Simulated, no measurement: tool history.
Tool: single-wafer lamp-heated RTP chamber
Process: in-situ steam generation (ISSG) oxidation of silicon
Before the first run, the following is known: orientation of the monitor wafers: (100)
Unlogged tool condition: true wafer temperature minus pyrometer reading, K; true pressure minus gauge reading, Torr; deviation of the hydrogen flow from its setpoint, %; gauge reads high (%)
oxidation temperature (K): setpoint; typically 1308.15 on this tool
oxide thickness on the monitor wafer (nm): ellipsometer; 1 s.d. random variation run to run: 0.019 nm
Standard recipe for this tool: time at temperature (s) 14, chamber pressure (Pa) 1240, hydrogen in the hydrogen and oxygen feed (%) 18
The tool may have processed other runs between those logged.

run,hour,oxidation temperature (K),time at temperature (s),chamber pressure (Pa),hydrogen in the hydrogen and oxygen feed (%),wafers since the last listed run,wafers since the last pyrometer calibration,hours since the pressure gauge was zeroed,hours since the hydrogen flow controller was replaced,hours since the gauge calibration,"read-back reference wafer on the same gauge, thickness",oxide thickness on the monitor wafer (nm)
1,0,1308.15,14,1240,18,0,3209,2127.2,4479.8,286.2,5.27,4.858
2,101.5,1308.15,14,1240,18,1526,4736,2228.7,4581.3,387.7,5.269,4.889
3,177.1,1308.15,14,1240,18,1137,5873,2304.3,4656.9,463.3,5.273,4.895
4,199.7,1308.15,14,1240,18,339,6213,2326.9,4679.5,485.9,5.263,4.865
5,229.5,1308.15,14,1240,18,448,6661,2356.7,4709.3,515.7,5.267,4.876
6,246.6,1308.15,14,1240,18,257,6918,2373.8,4726.4,532.8,5.271,4.893
7,278.5,1308.15,14,1240,18,479,7398,2405.7,4758.3,564.7,5.277,4.881
8,308.7,1308.15,14,1240,18,454,7853,2435.9,4788.5,594.9,5.271,4.89
# hour 319.9: pyrometer window cleaned and pyrometer calibrated
9,328.9,1308.15,14,1240,18,183,135,2456.1,4808.7,615.1,5.271,4.762
10,352.2,1308.15,14,1240,18,350,485,2479.4,4832,638.4,5.271,4.751
# hour 360.3: pressure gauge zeroed
11,383,1312.15,14,1240,23,342,828,22.7,4862.8,669.2,5.273,5.146
12,396.3,1308.15,14,1240,18,200,1028,36,4876.1,682.5,5.269,4.813
13,414.9,1308.15,14,1240,18,279,1308,54.6,4894.7,701.1,5.268,4.803
14,445.2,1308.15,14,1240,18,455,1764,84.9,4925,731.4,5.272,4.853
# hour 447.3: gauge calibrated
15,463.3,1308.15,15,1240,18,272,2036,103,4943.1,16,5.274,4.968
16,477.4,1319.15,16,1333,18,212,2248,117.1,4957.2,30.1,5.269,5.414
17,512,1320.15,14,1187,22,520,2769,151.7,4991.8,64.7,5.273,5.421
18,530.4,1308.15,14,1360,18,276,3046,170.1,5010.2,83.1,5.273,4.733
# hour 563.9: hydrogen flow controller replaced
19,564.4,1308.15,10,1040,18,391,3437,204.1,0.5,117.1,5.267,4.173
20,577.9,1308.15,19,1240,25,203,3640,217.6,14,130.6,5.27,6.141
21,593.4,1308.15,11,1053,15,233,3873,233.1,29.5,146.1,5.269,4.17
22,650.1,1308.15,10,1240,24,852,4726,289.8,86.2,202.8,5.269,4.446
23,679.1,1316.15,9,1240,18,436,5162,318.8,115.2,231.8,5.271,4.042
24,703.9,1312.15,14,1240,23,373,5535,343.6,140,256.6,5.268,5.274
25,735,1324.15,10,1360,13,467,6003,374.7,171.1,287.7,5.271,4.058
26,752.1,1308.15,17,1240,18,257,6261,391.8,188.2,304.8,5.268,5.402
27,771.7,1326.15,14,1360,18,294,6555,411.4,207.8,324.4,5.273,5.27
28,786.2,1308.15,14,1240,18,218,6774,425.9,222.3,338.9,5.271,4.883
29,814.2,1294.15,14,1360,18,421,7195,453.9,250.3,366.9,5.266,4.516
# hour 860.6: pyrometer window cleaned and pyrometer calibrated
30,879.9,1296.15,14,1360,28,868,290,519.6,316,432.6,5.268,4.911
31,901.2,1316.15,11,1160,23,320,610,540.9,337.3,453.9,5.271,4.722
32,915.2,1308.15,14,1240,18,210,821,554.9,351.3,467.9,5.271,4.809

State the hidden condition of the tool at each of the runs:
true pressure minus gauge reading, Torr: 0 across all the runs
deviation of the hydrogen flow from its setpoint, %: 0 across all the runs
gauge reads high (%): 0 across all the runs
H1: true wafer temperature minus pyrometer reading, K
run,H1
1,5.21
2,6.11
3,6.51
4,6.6
5,6.7
6,6.75
7,6.82
8,6.89
9,0.738
10,1.62
11,2.61
12,2.99
13,3.47
14,4.14
15,4.49
16,4.73
17,5.25
18,5.49
19,5.86
20,5.99
21,6.13
22,6.53
23,6.68
24,6.8
25,6.92
26,6.98
27,7.04
28,7.08
29,7.15
30,0.925
31,1.69
32,2.14

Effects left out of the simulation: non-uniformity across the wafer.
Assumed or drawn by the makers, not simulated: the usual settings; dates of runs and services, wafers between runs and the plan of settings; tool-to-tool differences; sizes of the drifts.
